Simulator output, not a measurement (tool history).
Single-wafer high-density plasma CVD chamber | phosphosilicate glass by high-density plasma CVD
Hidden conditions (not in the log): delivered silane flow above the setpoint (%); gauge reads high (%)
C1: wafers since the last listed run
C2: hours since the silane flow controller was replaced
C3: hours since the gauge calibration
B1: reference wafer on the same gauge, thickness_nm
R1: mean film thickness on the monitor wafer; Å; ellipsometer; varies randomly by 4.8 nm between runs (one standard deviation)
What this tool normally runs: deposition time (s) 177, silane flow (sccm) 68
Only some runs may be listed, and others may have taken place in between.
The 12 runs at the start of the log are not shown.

{"run": 13, "hour": 636.3, "deposition time (s)": 177, "silane flow (sccm)": 68, "C1": 214, "C2": 4219.9, "C3": 1144, "B1": 1411.732, "R1": 11742.21}
{"run": 14, "hour": 695.1, "deposition time (s)": 177, "silane flow (sccm)": 68, "C1": 409, "C2": 4278.7, "C3": 1202.8, "B1": 1408.306, "R1": 11654.33}
{"run": 15, "hour": 721.6, "deposition time (s)": 156, "silane flow (sccm)": 64, "C1": 184, "C2": 4305.2, "C3": 1229.3, "B1": 1413.579, "R1": 9681.57}
{"run": 16, "hour": 765.1, "deposition time (s)": 156, "silane flow (sccm)": 64, "C1": 302, "C2": 4348.7, "C3": 1272.8, "B1": 1409.874, "R1": 9726.07}
{"run": 17, "hour": 808.0, "deposition time (s)": 156, "silane flow (sccm)": 64, "C1": 298, "C2": 4391.6, "C3": 1315.7, "B1": 1409.421, "R1": 9769.7}
{"run": 18, "hour": 869.2, "deposition time (s)": 148, "silane flow (sccm)": 68, "C1": 426, "C2": 4452.8, "C3": 1376.9, "B1": 1409.49, "R1": 9828.33}
{"run": 19, "hour": 909.8, "deposition time (s)": 200, "silane flow (sccm)": 72, "C1": 282, "C2": 4493.4, "C3": 1417.5, "B1": 1408.175, "R1": 13939.17}
{"run": 20, "hour": 980.9, "deposition time (s)": 156, "silane flow (sccm)": 68, "C1": 494, "C2": 4564.5, "C3": 1488.6, "B1": 1411.029, "R1": 10349.14}
{"hour": 1011.0, "done": "gauge calibrated"}
{"run": 21, "hour": 1014.9, "deposition time (s)": 177, "silane flow (sccm)": 68, "C1": 236, "C2": 4598.5, "C3": 3.9, "B1": 1409.328, "R1": 11612.65}
{"run": 22, "hour": 1055.2, "deposition time (s)": 195, "silane flow (sccm)": 78, "C1": 280, "C2": 4638.8, "C3": 44.2, "B1": 1410.564, "R1": 14604.25}
{"run": 23, "hour": 1114.8, "deposition time (s)": 177, "silane flow (sccm)": 58, "C1": 414, "C2": 4698.4, "C3": 103.8, "B1": 1411.807, "R1": 9983.42}
{"run": 24, "hour": 1158.4, "deposition time (s)": 188, "silane flow (sccm)": 61, "C1": 303, "C2": 4742, "C3": 147.4, "B1": 1410.68, "R1": 11085.08}
{"run": 25, "hour": 1202.2, "deposition time (s)": 208, "silane flow (sccm)": 60, "C1": 304, "C2": 4785.8, "C3": 191.2, "B1": 1411.19, "R1": 12140.45}
{"hour": 1236.6, "done": "silane flow controller replaced"}
{"run": 26, "hour": 1237.1, "deposition time (s)": 145, "silane flow (sccm)": 76, "C1": 187, "C2": 0.5, "C3": 226.1, "B1": 1410.91, "R1": 10962.95}
{"run": 27, "hour": 1301.0, "deposition time (s)": 168, "silane flow (sccm)": 68, "C1": 444, "C2": 64.4, "C3": 290, "B1": 1408.1, "R1": 11478.2}
{"run": 28, "hour": 1340.9, "deposition time (s)": 177, "silane flow (sccm)": 68, "C1": 277, "C2": 104.3, "C3": 329.9, "B1": 1408.555, "R1": 11994.21}
{"run": 29, "hour": 1374.6, "deposition time (s)": 177, "silane flow (sccm)": 68, "C1": 234, "C2": 138, "C3": 363.6, "B1": 1410.222, "R1": 11966.27}
{"run": 30, "hour": 1439.0, "deposition time (s)": 177, "silane flow (sccm)": 72, "C1": 448, "C2": 202.4, "C3": 428, "B1": 1413.493, "R1": 12700.94}
{"run": 31, "hour": 1507.0, "deposition time (s)": 177, "silane flow (sccm)": 68, "C1": 473, "C2": 270.4, "C3": 496, "B1": 1409.409, "R1": 12012.71}
{"run": 32, "hour": 1545.0, "deposition time (s)": 157, "silane flow (sccm)": 63, "C1": 264, "C2": 308.4, "C3": 534, "B1": 1410.849, "R1": 9938.12}
{"run": 33, "hour": 1605.9, "deposition time (s)": 177, "silane flow (sccm)": 68, "C1": 423, "C2": 369.3, "C3": 594.9, "B1": 1409.944, "R1": 12042.36}
{"run": 34, "hour": 1645.5, "deposition time (s)": 177, "silane flow (sccm)": 68, "C1": 275, "C2": 408.9, "C3": 634.5, "B1": 1409.725, "R1": 11928.09}

Branching from run 34: 5 alternative next runs. What would each branch give?
{"run": "A", "hour": 1645.9, "deposition time (s)": 177, "silane flow (sccm)": 80, "C1": 2, "C2": 409.3, "C3": 634.9, "B1": "?", "R1": "?"}
{"run": "B", "hour": 1645.9, "deposition time (s)": 177, "silane flow (sccm)": 76, "C1": 2, "C2": 409.3, "C3": 634.9, "B1": "?", "R1": "?"}
{"run": "C", "hour": 1645.9, "deposition time (s)": 207, "silane flow (sccm)": 60, "C1": 2, "C2": 409.3, "C3": 634.9, "B1": "?", "R1": "?"}
{"run": "D", "hour": 1645.9, "deposition time (s)": 206, "silane flow (sccm)": 57, "C1": 2, "C2": 409.3, "C3": 634.9, "B1": "?", "R1": "?"}
{"run": "E", "hour": 1645.9, "deposition time (s)": 152, "silane flow (sccm)": 75, "C1": 2, "C2": 409.3, "C3": 634.9, "B1": "?", "R1": "?"}

run=A B1=1406.978 R1=14077.22
run=B B1=1406.978 R1=13392.02
run=C B1=1406.978 R1=12456.55
run=D B1=1406.978 R1=11798.28
run=E B1=1406.978 R1=11353.39
Stripped of hidden state, with their random variation kept, the same runs would have yielded:
run=A R1=14193.39
run=B R1=13502.55
run=C R1=12559.35
run=D R1=11895.64
run=E R1=11447.09
